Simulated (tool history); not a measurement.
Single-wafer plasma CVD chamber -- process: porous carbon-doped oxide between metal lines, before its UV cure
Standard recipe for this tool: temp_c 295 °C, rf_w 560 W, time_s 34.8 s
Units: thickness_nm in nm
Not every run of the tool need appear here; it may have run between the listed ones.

run	hour	temp_c	rf_w	time_s	read-back reference wafer on the same gauge, thickness_nm	thickness_nm
1	0.0	295	495	34.8	207.030	194.112
2	29.9	300	560	34.8	206.867	204.892
# hour 38.3: gauge calibrated
3	49.9	300	560	34.8	207.003	203.966
4	68.2	300	560	34.8	206.978	203.964
5	83.6	295	560	34.8	207.088	209.393
6	104.0	295	560	34.8	206.916	208.577
7	125.5	290	560	34.8	206.990	214.600
8	158.1	284	560	34.8	206.936	220.772
9	180.6	284	560	34.8	207.096	220.562
10	204.3	284	560	34.8	206.889	220.018
11	236.9	295	560	34.8	207.029	208.379
12	261.3	295	560	34.8	207.042	207.746
13	280.9	295	560	34.8	207.046	206.765
14	300.6	295	505	29.9	207.012	167.455
# hour 309.7: showerhead replaced
15	329.8	295	600	31.2	207.073	194.739
# hour 341.5: thermocouple changed; heater temperature recalibrated
16	351.1	295	600	31.2	207.016	200.057
# hour 373.4: RF generator calibrated
17	385.3	295	560	34.8	206.973	216.429
18	412.9	295	505	40.8	206.976	235.897
19	436.0	304	495	29.3	206.989	161.690
20	464.3	285	465	28.7	206.906	167.815
21	477.3	290	560	40.5	207.145	256.502
22	499.5	295	465	34.8	206.941	191.793
23	517.7	295	560	34.8	207.072	215.573
# hour 518.3: gauge calibrated
24	546.0	281	475	37.8	206.974	225.797
25	575.0	295	560	34.8	206.894	215.477
26	598.0	295	560	34.8	207.010	214.954
27	628.9	284	560	34.8	207.048	227.434
28	644.2	295	560	34.8	206.905	214.418
29	658.5	286	480	37.5	207.015	218.566
30	688.8	305	625	33.1	206.973	208.013
31	704.3	295	560	34.8	207.011	213.700
32	725.0	302	520	38.1	207.011	214.642
33	748.0	303	490	34.8	206.982	188.630
34	763.9	304	670	34.8	207.109	228.565
35	796.7	295	600	31.2	206.995	200.597

3 options for the next run, each taken on its own from the tool as it stands now. Forecast them:
A	797.1	295	560	34.8	?	?
B	797.1	295	510	33.0	?	?
C	797.1	307	560	37.8	?	?

run	read-back reference wafer on the same gauge, thickness_nm	thickness_nm
A	206.990	213.230
B	206.990	190.812
C	206.990	217.828
Without the tool's unlogged condition, the same runs would have read:
run	thickness_nm
A	218.886
B	195.920
C	223.414
